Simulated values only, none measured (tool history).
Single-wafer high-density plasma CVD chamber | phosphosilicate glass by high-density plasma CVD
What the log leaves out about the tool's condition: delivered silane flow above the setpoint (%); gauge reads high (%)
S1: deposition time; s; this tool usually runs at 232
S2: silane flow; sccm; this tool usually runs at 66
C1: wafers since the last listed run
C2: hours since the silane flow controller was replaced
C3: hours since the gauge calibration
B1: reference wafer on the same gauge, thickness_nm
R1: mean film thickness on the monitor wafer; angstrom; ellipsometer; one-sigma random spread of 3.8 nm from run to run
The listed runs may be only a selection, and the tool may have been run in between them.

run    hour   S1  S2   C1      C2      C3        B1        R1
  1     0.0  232  66    0  3318.1   326.4  1251.746  13660.04
  2    51.3  232  66  486  3369.4   377.7  1248.807  13697.38
  3   155.7  232  66  991  3473.8   482.1  1250.954  13712.49
  4   253.0  232  66  923  3571.1   579.4  1249.216  13623.30
  5   335.9  232  66  786  3654.0   662.3  1251.092  13630.06
  6   400.8  232  66  616  3718.9   727.2  1249.343  13591.44
  7   458.8  232  66  550  3776.9   785.2  1249.996  13666.66
  8   563.0  232  56  989  3881.1   889.4  1249.548  12126.62
  9   631.7  232  56  652  3949.8   958.1  1249.769  12103.24
      694.9  -- silane flow controller replaced
 10   712.0  232  56  686    17.1  1038.4  1249.599  12583.68
 11   807.0  269  55  901   112.1  1133.4  1250.325  14438.92
 12   885.8  214  76  748   190.9  1212.2  1250.835  14543.45
 13   989.5  188  57  984   294.6  1315.9  1250.169  10290.70
     1030.2  -- gauge calibrated
 14  1050.6  205  62  580   355.7    20.4  1249.994  11926.05
 15  1100.8  232  56  476   405.9    70.6  1250.674  12573.39
 16  1155.7  214  76  521   460.8   125.5  1250.282  14478.17
 17  1222.3  232  66  632   527.4   192.1  1249.764  14101.05
 18  1315.3  207  56  882   620.4   285.1  1248.850  11125.45

What does the tool deliver on the next run?
 19  1408.2  251  53  881  713.3  378.0   ?   ?

B1: 1250.264
R1: 13033.77 angstrom
Take away the tool's hidden state, keep the run-to-run variation as it was, and the same run would have given R1 13151.05 angstrom.

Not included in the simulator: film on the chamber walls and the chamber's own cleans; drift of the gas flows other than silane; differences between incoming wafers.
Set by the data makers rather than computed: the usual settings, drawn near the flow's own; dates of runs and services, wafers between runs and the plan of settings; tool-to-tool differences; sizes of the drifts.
